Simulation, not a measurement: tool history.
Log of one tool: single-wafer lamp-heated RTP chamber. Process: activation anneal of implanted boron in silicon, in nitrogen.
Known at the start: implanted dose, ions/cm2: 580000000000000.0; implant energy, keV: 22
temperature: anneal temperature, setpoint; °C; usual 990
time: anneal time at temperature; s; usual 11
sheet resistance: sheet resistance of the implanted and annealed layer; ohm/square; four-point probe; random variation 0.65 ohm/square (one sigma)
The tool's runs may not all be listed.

run,hour,temperature,time,"read-back reference wafer on the same gauge, sheet resistance",sheet resistance
1,0.0,990,11,175.97,173.81
# hour 160.2: pyrometer window cleaned and pyrometer calibrated
# hour 178.8: reflector plate cleaned
2,206.0,1004,9,176.10,169.69
3,255.1,1006,11,176.01,169.16
4,324.0,1006,11,175.84,168.91
# hour 386.7: pyrometer window cleaned and pyrometer calibrated
5,408.6,990,11,176.06,175.39
6,449.5,990,11,176.03,173.14
# hour 474.6: gauge calibrated
7,493.1,990,11,175.94,172.50
8,523.2,968,9,176.06,187.02
# hour 596.6: pyrometer window cleaned and pyrometer calibrated
9,597.1,990,9,176.04,179.63
10,630.3,973,7,176.03,188.60
11,723.9,999,13,175.99,169.32

The next listed run, before its measurement:
12,772.5,990,11,?,?

read-back reference wafer on the same gauge, sheet resistance: 176.00
sheet resistance: 172.52 ohm/square
Without the tool's hidden state the same run would have given sheet resistance 177.73 ohm/square.
